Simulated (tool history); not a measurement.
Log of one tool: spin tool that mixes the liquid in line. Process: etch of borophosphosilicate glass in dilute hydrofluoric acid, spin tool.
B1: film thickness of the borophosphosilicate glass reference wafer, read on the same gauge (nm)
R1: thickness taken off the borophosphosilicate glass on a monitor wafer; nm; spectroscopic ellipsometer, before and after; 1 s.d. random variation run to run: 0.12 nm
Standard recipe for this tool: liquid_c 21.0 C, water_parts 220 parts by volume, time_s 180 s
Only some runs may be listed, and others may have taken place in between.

{"run": 1, "hour": 0.0, "liquid_c": 21.0, "water_parts": 220, "time_s": 180, "B1": 150.01, "R1": 31.62}
{"run": 2, "hour": 63.1, "liquid_c": 21.0, "water_parts": 220, "time_s": 180, "B1": 150.0, "R1": 31.68}
{"run": 3, "hour": 98.8, "liquid_c": 21.0, "water_parts": 220, "time_s": 220, "B1": 149.99, "R1": 38.85}
{"run": 4, "hour": 144.9, "liquid_c": 21.0, "water_parts": 250, "time_s": 180, "B1": 150.0, "R1": 27.13}
{"hour": 175.8, "done": "thermometer replaced"}
{"run": 5, "hour": 214.1, "liquid_c": 19.5, "water_parts": 220, "time_s": 215, "B1": 149.98, "R1": 35.32}
{"run": 6, "hour": 243.1, "liquid_c": 19.5, "water_parts": 220, "time_s": 215, "B1": 149.96, "R1": 35.01}
{"run": 7, "hour": 309.0, "liquid_c": 19.5, "water_parts": 220, "time_s": 215, "B1": 150.0, "R1": 35.05}
{"run": 8, "hour": 367.3, "liquid_c": 22.0, "water_parts": 220, "time_s": 180, "B1": 149.97, "R1": 32.41}
{"run": 9, "hour": 433.4, "liquid_c": 22.0, "water_parts": 220, "time_s": 180, "B1": 150.02, "R1": 32.64}
{"run": 10, "hour": 494.6, "liquid_c": 22.0, "water_parts": 220, "time_s": 180, "B1": 149.99, "R1": 32.51}
{"run": 11, "hour": 535.8, "liquid_c": 21.0, "water_parts": 220, "time_s": 210, "B1": 149.98, "R1": 36.73}
{"run": 12, "hour": 568.8, "liquid_c": 17.0, "water_parts": 220, "time_s": 180, "B1": 150.01, "R1": 26.87}
{"run": 13, "hour": 618.9, "liquid_c": 24.5, "water_parts": 220, "time_s": 105, "B1": 150.0, "R1": 20.79}
{"hour": 667.1, "done": "gauge calibrated"}
{"run": 14, "hour": 676.3, "liquid_c": 21.0, "water_parts": 220, "time_s": 90, "B1": 149.99, "R1": 15.79}
{"run": 15, "hour": 724.6, "liquid_c": 21.0, "water_parts": 220, "time_s": 180, "B1": 149.99, "R1": 31.66}
{"hour": 789.9, "done": "thermometer replaced"}
{"run": 16, "hour": 794.1, "liquid_c": 21.0, "water_parts": 220, "time_s": 220, "B1": 150.0, "R1": 38.15}
{"hour": 795.2, "done": "hydrofluoric acid flow meter replaced"}
{"run": 17, "hour": 834.1, "liquid_c": 21.0, "water_parts": 220, "time_s": 180, "B1": 150.02, "R1": 31.38}
{"run": 18, "hour": 867.1, "liquid_c": 21.0, "water_parts": 150, "time_s": 180, "B1": 150.0, "R1": 49.14}
{"run": 19, "hour": 918.5, "liquid_c": 17.0, "water_parts": 220, "time_s": 220, "B1": 149.99, "R1": 32.75}
{"run": 20, "hour": 979.9, "liquid_c": 21.0, "water_parts": 220, "time_s": 180, "B1": 150.01, "R1": 31.49}
{"run": 21, "hour": 1008.4, "liquid_c": 19.0, "water_parts": 115, "time_s": 215, "B1": 150.02, "R1": 73.93}
{"run": 22, "hour": 1038.3, "liquid_c": 17.0, "water_parts": 325, "time_s": 90, "B1": 149.99, "R1": 8.28}

Expected results for the next run?
{"run": 23, "hour": 1082.4, "liquid_c": 23.5, "water_parts": 270, "time_s": 75, "B1": "?", "R1": "?"}

{"run 23": {"B1": 149.96, "R1": 11.25}}
Were there no unlogged condition in the tool, this run, its random variation unchanged, would have produced R1 11.05 nm.
